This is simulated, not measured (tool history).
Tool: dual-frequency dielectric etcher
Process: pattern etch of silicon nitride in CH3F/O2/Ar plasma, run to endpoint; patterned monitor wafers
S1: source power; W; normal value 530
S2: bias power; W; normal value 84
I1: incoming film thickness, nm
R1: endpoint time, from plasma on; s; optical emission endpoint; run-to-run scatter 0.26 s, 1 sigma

run	day	S1	S2	I1	R1
1	0.000	530	90	28.89	33.1
2	2.621	530	84	29.09	34.8
3	3.850	530	84	28.97	34.0
# day 5.571: upper electrode replaced
4	5.700	440	84	28.86	38.0
5	8.162	440	84	29.06	38.8
6	14.812	440	84	29.06	39.0
7	16.000	490	84	29.13	36.7
# day 19.279: wet clean of the chamber
8	19.300	500	84	29.03	35.5
9	20.512	500	84	29.16	35.9
# day 22.908: bias power generator calibrated
10	23.283	530	84	28.94	34.4
11	25.979	530	84	29.10	33.8
12	27.696	530	67	28.91	37.1
13	29.125	530	76	28.98	35.8
14	30.529	560	91	29.01	31.5
# day 31.783: source power generator calibrated
15	33.075	600	71	28.97	35.0
16	35.088	530	84	29.26	35.5
17	37.058	530	84	29.04	35.0
18	38.462	530	84	28.91	34.6
19	40.471	530	91	29.28	33.9
# day 43.133: wet clean of the chamber
20	43.154	530	84	28.72	34.5
21	45.129	410	97	28.95	38.9
22	46.725	410	99	29.06	38.6
23	48.617	530	77	28.95	36.1
24	51.496	490	77	28.95	37.4
25	53.688	600	92	29.19	31.5
26	55.700	530	84	29.09	35.0
27	56.804	490	93	29.12	34.9

Expected results for the next run?
28	58.029	600	105	28.81	?

R1: 29.4 s
Had the tool carried no hidden state, the very same run would have given R1 29.9 s.

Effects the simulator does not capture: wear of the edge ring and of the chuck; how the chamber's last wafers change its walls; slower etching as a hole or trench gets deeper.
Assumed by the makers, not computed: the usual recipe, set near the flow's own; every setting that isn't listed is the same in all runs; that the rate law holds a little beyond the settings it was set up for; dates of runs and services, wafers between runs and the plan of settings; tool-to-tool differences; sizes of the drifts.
